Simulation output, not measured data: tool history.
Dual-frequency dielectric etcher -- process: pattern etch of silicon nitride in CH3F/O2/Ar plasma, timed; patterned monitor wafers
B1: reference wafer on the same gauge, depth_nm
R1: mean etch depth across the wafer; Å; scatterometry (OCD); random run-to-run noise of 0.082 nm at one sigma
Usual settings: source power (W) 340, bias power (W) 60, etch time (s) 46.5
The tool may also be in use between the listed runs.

{"run": 1, "day": 0.0, "source power (W)": 340, "bias power (W)": 51, "etch time (s)": 46.5, "B1": 31.4, "R1": 285.4}
{"day": 2.512, "done": "wet clean of the chamber"}
{"run": 2, "day": 3.775, "source power (W)": 340, "bias power (W)": 60, "etch time (s)": 46.5, "B1": 31.43, "R1": 290.6}
{"run": 3, "day": 5.571, "source power (W)": 340, "bias power (W)": 60, "etch time (s)": 53.0, "B1": 31.39, "R1": 331.4}
{"run": 4, "day": 8.483, "source power (W)": 340, "bias power (W)": 60, "etch time (s)": 53.0, "B1": 31.39, "R1": 330.5}
{"run": 5, "day": 10.154, "source power (W)": 340, "bias power (W)": 60, "etch time (s)": 46.5, "B1": 31.38, "R1": 288.6}
{"run": 6, "day": 14.425, "source power (W)": 340, "bias power (W)": 60, "etch time (s)": 46.5, "B1": 31.39, "R1": 286.2}
{"run": 7, "day": 16.683, "source power (W)": 340, "bias power (W)": 60, "etch time (s)": 46.5, "B1": 31.41, "R1": 285.5}
{"run": 8, "day": 18.404, "source power (W)": 340, "bias power (W)": 60, "etch time (s)": 56.0, "B1": 31.39, "R1": 344.1}
{"run": 9, "day": 22.204, "source power (W)": 340, "bias power (W)": 60, "etch time (s)": 56.0, "B1": 31.41, "R1": 342.9}
{"day": 25.2, "done": "wet clean of the chamber, repeated, since the last time left the tool worse"}
{"run": 10, "day": 25.221, "source power (W)": 340, "bias power (W)": 60, "etch time (s)": 56.0, "B1": 31.4, "R1": 367.3}
{"run": 11, "day": 27.754, "source power (W)": 340, "bias power (W)": 60, "etch time (s)": 55.0, "B1": 31.39, "R1": 359.7}
{"run": 12, "day": 31.921, "source power (W)": 340, "bias power (W)": 55, "etch time (s)": 46.5, "B1": 31.41, "R1": 294.9}
{"run": 13, "day": 36.125, "source power (W)": 340, "bias power (W)": 60, "etch time (s)": 53.0, "B1": 31.4, "R1": 343.7}
{"run": 14, "day": 39.275, "source power (W)": 340, "bias power (W)": 72, "etch time (s)": 46.5, "B1": 31.39, "R1": 315.0}
{"day": 43.429, "done": "wet clean of the chamber"}
{"run": 15, "day": 43.488, "source power (W)": 340, "bias power (W)": 65, "etch time (s)": 46.5, "B1": 31.41, "R1": 311.6}
{"run": 16, "day": 47.608, "source power (W)": 340, "bias power (W)": 70, "etch time (s)": 34.0, "B1": 31.4, "R1": 231.5}
{"run": 17, "day": 52.054, "source power (W)": 340, "bias power (W)": 53, "etch time (s)": 50.0, "B1": 31.43, "R1": 313.6}
{"run": 18, "day": 55.304, "source power (W)": 340, "bias power (W)": 70, "etch time (s)": 34.0, "B1": 31.41, "R1": 229.3}
{"day": 58.175, "done": "upper electrode replaced"}
{"run": 19, "day": 58.196, "source power (W)": 340, "bias power (W)": 60, "etch time (s)": 42.5, "B1": 31.39, "R1": 274.4}
{"run": 20, "day": 60.754, "source power (W)": 340, "bias power (W)": 60, "etch time (s)": 56.0, "B1": 31.4, "R1": 359.3}
{"day": 63.2, "done": "source power generator calibrated"}
{"day": 64.496, "done": "wet clean of the chamber"}
{"day": 66.858, "done": "gauge calibrated"}
{"day": 68.642, "done": "bias power generator calibrated"}
{"run": 21, "day": 70.275, "source power (W)": 270, "bias power (W)": 55, "etch time (s)": 55.5, "B1": 31.41, "R1": 324.6}
{"run": 22, "day": 72.725, "source power (W)": 310, "bias power (W)": 68, "etch time (s)": 34.5, "B1": 31.42, "R1": 222.7}
{"run": 23, "day": 74.612, "source power (W)": 290, "bias power (W)": 47, "etch time (s)": 46.5, "B1": 31.4, "R1": 265.8}
{"run": 24, "day": 78.821, "source power (W)": 300, "bias power (W)": 71, "etch time (s)": 46.5, "B1": 31.4, "R1": 300.5}
{"run": 25, "day": 82.979, "source power (W)": 340, "bias power (W)": 60, "etch time (s)": 55.0, "B1": 31.4, "R1": 348.8}
{"day": 87.392, "done": "wet clean of the chamber"}
{"run": 26, "day": 87.412, "source power (W)": 340, "bias power (W)": 70, "etch time (s)": 46.5, "B1": 31.39, "R1": 317.4}
{"run": 27, "day": 89.479, "source power (W)": 290, "bias power (W)": 60, "etch time (s)": 46.5, "B1": 31.38, "R1": 286.9}
{"run": 28, "day": 91.279, "source power (W)": 260, "bias power (W)": 48, "etch time (s)": 46.5, "B1": 31.4, "R1": 260.8}

Per-run results on a tool with no hidden state, each run keeping its own random variation:
The hidden state here: etch rate over this chamber's usual, %; source power that arrives over what is set, %; bias power that arrives over what is set, %; gauge reads high (%).
run=1 R1=291.6
run=2 R1=303.4
run=3 R1=346.8
run=4 R1=347.2
run=5 R1=303.9
run=6 R1=303.1
run=7 R1=303.3
run=8 R1=366.3
run=9 R1=366.9
run=10 R1=366.0
run=11 R1=359.6
run=12 R1=296.4
run=13 R1=347.4
run=14 R1=319.7
run=15 R1=310.4
run=16 R1=231.8
run=17 R1=315.7
run=18 R1=231.9
run=19 R1=278.5
run=20 R1=365.9
run=21 R1=327.5
run=22 R1=225.3
run=23 R1=269.6
run=24 R1=306.5
run=25 R1=357.7
run=26 R1=316.6
run=27 R1=287.0
run=28 R1=261.5
